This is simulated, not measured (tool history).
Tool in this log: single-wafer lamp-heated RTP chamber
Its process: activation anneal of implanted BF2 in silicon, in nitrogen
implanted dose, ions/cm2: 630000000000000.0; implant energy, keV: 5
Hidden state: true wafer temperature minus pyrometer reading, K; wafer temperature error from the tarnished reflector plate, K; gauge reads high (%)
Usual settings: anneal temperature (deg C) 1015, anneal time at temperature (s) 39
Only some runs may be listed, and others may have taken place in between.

run,hour,anneal temperature (deg C),anneal time at temperature (s),wafers since the last listed run,wafers since the last pyrometer calibration,wafers since the reflector plate was cleaned,hours since the gauge calibration,"read-back reference wafer on the same gauge, sheet resistance",sheet resistance of the implanted and annealed layer (ohm/square)
1,0,1015,39,0,2801,9355,32.8,221.98,260.56
2,12.5,1015,39,134,2936,9489,45.3,221.99,260.35
3,21.5,1015,39,96,3033,9586,54.3,222.02,259.45
4,38.4,1015,39,181,3214,9767,71.2,222.01,259.58
5,82.1,1015,39,469,3684,10237,114.9,222.02,257.3
6,92.6,1015,39,112,3797,10350,125.4,222,259.15
7,100.5,1029,51,84,3882,10435,133.3,221.98,222.37
8,117.4,1015,39,181,4063,10617,150.2,221.92,258.61
9,128.9,1015,39,123,4187,10740,161.7,221.98,258.4
10,146.4,1004,22,188,4375,10928,179.2,222.03,296.23
11,156.9,1004,22,112,4488,11041,189.7,222,295.46
# hour 164.7: gauge calibrated
12,167.6,1004,22,115,4603,11156,2.9,221.91,296
13,176.1,1039,47,91,4694,11248,11.4,222.05,210.56
14,183.3,1015,39,77,4772,11325,18.6,221.97,256.55
15,200.1,1005,61,180,4952,11505,35.4,221.94,252.12
16,213.4,1045,30,142,5095,11648,48.7,221.96,220.44
# hour 227.4: pyrometer window cleaned and pyrometer calibrated
17,227.9,1015,39,69,5,11718,63.2,222.09,261.88
# hour 245.4: reflector plate cleaned
18,245.9,1015,39,107,113,5,81.2,221.96,268.62
19,257.3,1039,54,122,235,127,92.6,221.99,215.94
20,266.3,1015,39,96,332,224,101.6,221.97,268.48
21,273.6,1043,39,78,411,303,108.9,221.87,222.94
22,284.4,1026,39,116,527,419,119.7,222.11,251.12
23,290.8,1038,31,68,595,488,126.1,221.95,240.85
24,300.7,995,45,106,702,594,136,222.06,287.39
25,317.8,1037,47,183,886,778,153.1,222.03,223.42
26,332,1038,58,152,1038,930,167.3,222.05,211.51

Alternative continuations, all from the tool just after run 26; predict every row:
A,332.4,1015,39,4,1043,935,167.7,?,?
B,332.4,1028,39,4,1043,935,167.7,?,?
C,332.4,1015,27,4,1043,935,167.7,?,?
D,332.4,1042,19,4,1043,935,167.7,?,?
E,332.4,1045,48,4,1043,935,167.7,?,?

run,"read-back reference wafer on the same gauge, sheet resistance",sheet resistance of the implanted and annealed layer (ohm/square)
A,221.93,266.33
B,221.93,245.4
C,221.93,281.28
D,221.93,256.14
E,221.93,209.4
Stripped of hidden state, with their random variation kept, the same runs would have yielded:
run,sheet resistance of the implanted and annealed layer (ohm/square)
A,270.81
B,251.03
C,285.52
D,261.17
E,213.88

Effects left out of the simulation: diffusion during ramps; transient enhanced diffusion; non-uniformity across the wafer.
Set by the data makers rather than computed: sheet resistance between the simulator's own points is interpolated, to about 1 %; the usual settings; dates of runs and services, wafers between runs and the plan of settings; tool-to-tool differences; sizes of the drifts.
